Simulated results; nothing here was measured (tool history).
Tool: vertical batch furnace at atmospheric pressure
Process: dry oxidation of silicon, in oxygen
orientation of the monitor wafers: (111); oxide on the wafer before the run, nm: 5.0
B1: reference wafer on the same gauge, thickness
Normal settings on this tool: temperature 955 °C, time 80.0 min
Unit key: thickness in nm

{"run": 1, "hour": 0.0, "temperature": 955, "time": 80.0, "B1": 45.5, "thickness": 52.59}
{"run": 2, "hour": 79.8, "temperature": 955, "time": 80.0, "B1": 45.5, "thickness": 52.55}
{"run": 3, "hour": 125.6, "temperature": 955, "time": 59.0, "B1": 45.49, "thickness": 42.96}
{"run": 4, "hour": 175.3, "temperature": 955, "time": 59.0, "B1": 45.48, "thickness": 42.92}
{"run": 5, "hour": 244.9, "temperature": 955, "time": 59.0, "B1": 45.48, "thickness": 43.12}
{"run": 6, "hour": 296.7, "temperature": 955, "time": 90.5, "B1": 45.48, "thickness": 57.23}
{"run": 7, "hour": 364.3, "temperature": 955, "time": 80.0, "B1": 45.5, "thickness": 52.67}
{"run": 8, "hour": 463.4, "temperature": 955, "time": 80.0, "B1": 45.5, "thickness": 52.47}
{"run": 9, "hour": 534.5, "temperature": 935, "time": 80.0, "B1": 45.49, "thickness": 44.92}
{"run": 10, "hour": 631.3, "temperature": 955, "time": 80.0, "B1": 45.51, "thickness": 52.91}
{"run": 11, "hour": 696.6, "temperature": 955, "time": 80.0, "B1": 45.53, "thickness": 52.73}
{"run": 12, "hour": 785.4, "temperature": 947, "time": 80.0, "B1": 45.51, "thickness": 49.46}
{"run": 13, "hour": 887.8, "temperature": 947, "time": 80.0, "B1": 45.51, "thickness": 49.62}
{"run": 14, "hour": 949.6, "temperature": 955, "time": 80.0, "B1": 45.5, "thickness": 52.83}
{"run": 15, "hour": 993.2, "temperature": 955, "time": 80.0, "B1": 45.5, "thickness": 52.74}
{"run": 16, "hour": 1088.0, "temperature": 955, "time": 80.0, "B1": 45.5, "thickness": 52.82}
{"run": 17, "hour": 1151.5, "temperature": 955, "time": 80.0, "B1": 45.49, "thickness": 54.42}
{"run": 18, "hour": 1203.7, "temperature": 955, "time": 80.0, "B1": 45.49, "thickness": 54.54}
{"run": 19, "hour": 1306.3, "temperature": 935, "time": 64.0, "B1": 45.48, "thickness": 39.79}
{"run": 20, "hour": 1364.4, "temperature": 974, "time": 93.5, "B1": 45.5, "thickness": 69.75}
{"run": 21, "hour": 1456.8, "temperature": 971, "time": 67.0, "B1": 45.5, "thickness": 54.63}
{"run": 22, "hour": 1513.2, "temperature": 979, "time": 80.0, "B1": 45.49, "thickness": 64.94}
{"run": 23, "hour": 1593.8, "temperature": 955, "time": 80.0, "B1": 45.49, "thickness": 53.87}
{"run": 24, "hour": 1694.7, "temperature": 955, "time": 49.5, "B1": 45.48, "thickness": 38.57}
{"run": 25, "hour": 1718.3, "temperature": 974, "time": 94.0, "B1": 45.48, "thickness": 68.09}
{"run": 26, "hour": 1772.3, "temperature": 944, "time": 119.0, "B1": 45.5, "thickness": 63.14}
{"run": 27, "hour": 1862.1, "temperature": 955, "time": 80.0, "B1": 45.5, "thickness": 52.98}
{"run": 28, "hour": 1949.7, "temperature": 955, "time": 80.0, "B1": 45.5, "thickness": 53.13}
{"run": 29, "hour": 2048.5, "temperature": 955, "time": 80.0, "B1": 45.49, "thickness": 52.9}
{"run": 30, "hour": 2138.9, "temperature": 936, "time": 69.5, "B1": 45.49, "thickness": 41.53}
{"run": 31, "hour": 2228.1, "temperature": 938, "time": 97.0, "B1": 45.5, "thickness": 52.82}
{"run": 32, "hour": 2331.3, "temperature": 946, "time": 80.0, "B1": 45.51, "thickness": 49.53}
{"run": 33, "hour": 2435.4, "temperature": 935, "time": 114.0, "B1": 45.52, "thickness": 57.41}
{"run": 34, "hour": 2491.1, "temperature": 943, "time": 51.5, "B1": 45.49, "thickness": 36.1}
{"run": 35, "hour": 2529.0, "temperature": 955, "time": 80.0, "B1": 45.48, "thickness": 53.01}
{"run": 36, "hour": 2631.9, "temperature": 955, "time": 80.0, "B1": 45.51, "thickness": 53.17}
{"run": 37, "hour": 2720.9, "temperature": 955, "time": 80.0, "B1": 45.47, "thickness": 53.27}
{"run": 38, "hour": 2784.0, "temperature": 955, "time": 80.0, "B1": 45.52, "thickness": 52.8}
{"run": 39, "hour": 2865.0, "temperature": 976, "time": 80.0, "B1": 45.5, "thickness": 62.68}

The log once held 3 entries between its listed runs, left out of this copy. Where does each go, and what is different about the tool's unlogged condition between the listed run before it and the listed run after it?
Between runs 11 and 12: gauge calibrated (hour 757.5)
  true tube temperature minus thermocouple reading, K: 2.4 -> 2.45; monitor wafer colder than the profiled boat position, K: 4.02 -> 4.03
  measured value less the no-hidden-state value, thickness: -0.68 -> -0.64 nm
Between runs 16 and 17: boat lift adjusted (hour 1151.0)
  true tube temperature minus thermocouple reading, K: 2.6 -> 2.63; monitor wafer colder than the profiled boat position, K: 4.07 -> 0.34
  measured value less the no-hidden-state value, thickness: -0.62 -> +0.97 nm
Between runs 23 and 24: thermocouples replaced and temperature profile calibrated (hour 1694.2)
  true tube temperature minus thermocouple reading, K: 2.75 -> 0.263; monitor wafer colder than the profiled boat position, K: 1.44 -> 1.64
  measured value less the no-hidden-state value, thickness: +0.55 -> -0.43 nm
